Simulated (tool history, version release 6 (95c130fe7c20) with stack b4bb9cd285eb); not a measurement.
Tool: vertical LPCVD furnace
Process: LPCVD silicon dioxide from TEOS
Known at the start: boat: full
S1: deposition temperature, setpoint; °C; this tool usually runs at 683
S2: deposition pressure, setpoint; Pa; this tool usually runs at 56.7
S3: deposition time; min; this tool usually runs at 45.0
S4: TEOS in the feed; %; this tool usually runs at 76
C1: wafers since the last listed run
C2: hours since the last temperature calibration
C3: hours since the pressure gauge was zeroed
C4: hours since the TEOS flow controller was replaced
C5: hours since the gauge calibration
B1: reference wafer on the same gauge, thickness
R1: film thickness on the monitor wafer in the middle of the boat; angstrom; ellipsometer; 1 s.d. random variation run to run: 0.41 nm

run	day	S1	S2	S3	S4	C1	C2	C3	C4	C5	B1	R1
1	0.000	683	56.7	39.5	76	0	3972.2	3831.2	2433.3	148.6	300.84	2609.1
2	0.467	683	56.7	39.5	76	171	3983.4	3842.4	2444.5	159.8	300.88	2609.6
3	0.908	683	56.7	45.0	76	162	3994.0	3853.0	2455.1	170.4	301.00	2967.4
4	1.562	683	56.7	45.0	76	240	4009.7	3868.7	2470.8	186.1	300.99	2960.9
5	2.262	683	56.7	45.0	76	257	4026.5	3885.5	2487.6	202.9	301.04	2973.4
6	2.688	683	56.7	45.0	76	156	4036.7	3895.7	2497.8	213.1	300.98	2971.9
7	3.179	683	56.7	45.0	76	180	4048.5	3907.5	2509.6	224.9	301.00	2967.9
8	3.625	683	56.7	45.0	76	164	4059.2	3918.2	2520.3	235.6	300.84	2976.1
# day 4.121: gauge calibrated
9	4.221	683	56.7	45.0	76	219	4073.5	3932.5	2534.6	2.4	301.31	2979.8
10	4.517	683	56.7	45.0	76	108	4080.6	3939.6	2541.7	9.5	301.04	2975.5
# day 5.571: TEOS flow controller replaced
11	5.592	683	56.7	45.0	76	27	4106.4	3965.4	0.5	35.3	301.07	2988.7
12	5.775	692	56.7	62.5	76	67	4110.8	3969.8	4.9	39.7	300.94	5115.6
13	6.146	694	66.0	60.5	69	136	4119.7	3978.7	13.8	48.6	300.92	5339.5
14	6.808	683	64.0	45.0	80	243	4135.6	3994.6	29.7	64.5	300.88	3252.1
15	7.200	680	56.7	45.0	76	144	4145.0	4004.0	39.1	73.9	301.12	2777.2
16	7.646	673	56.7	45.0	83	164	4155.7	4014.7	49.8	84.6	301.04	2445.7
# day 8.967: thermocouples replaced and temperature profile calibrated
# day 9.108: pressure gauge zeroed
17	9.133	683	56.7	45.0	76	127	4.0	0.6	85.5	120.3	300.93	2763.2
18	9.517	683	56.7	58.5	87	141	13.2	9.8	94.7	129.5	301.14	3848.8
19	10.225	683	56.7	45.0	76	260	30.2	26.8	111.7	146.5	300.92	2754.3
20	10.838	688	47.3	32.5	88	225	44.9	41.5	126.4	161.2	300.99	2218.5
21	11.342	680	56.7	40.0	80	185	57.0	53.6	138.5	173.3	300.85	2346.4
22	11.700	692	44.7	45.0	85	131	65.6	62.2	147.1	181.9	300.93	3208.1

Forecast each of these 3 alternatives for the next run:
A	11.888	683	56.7	54.0	76	68	70.1	66.7	151.6	186.4	?	?
B	11.888	690	56.7	45.0	86	68	70.1	66.7	151.6	186.4	?	?
C	11.888	683	56.7	38.0	76	68	70.1	66.7	151.6	186.4	?	?

run	B1	R1
A	301.06	3316.2
B	301.06	3475.0
C	301.06	2333.6
The same runs, with their run-to-run variation unchanged, on a tool lacking any hidden condition would have given:
run	R1
A	3271.9
B	3429.3
C	2302.5

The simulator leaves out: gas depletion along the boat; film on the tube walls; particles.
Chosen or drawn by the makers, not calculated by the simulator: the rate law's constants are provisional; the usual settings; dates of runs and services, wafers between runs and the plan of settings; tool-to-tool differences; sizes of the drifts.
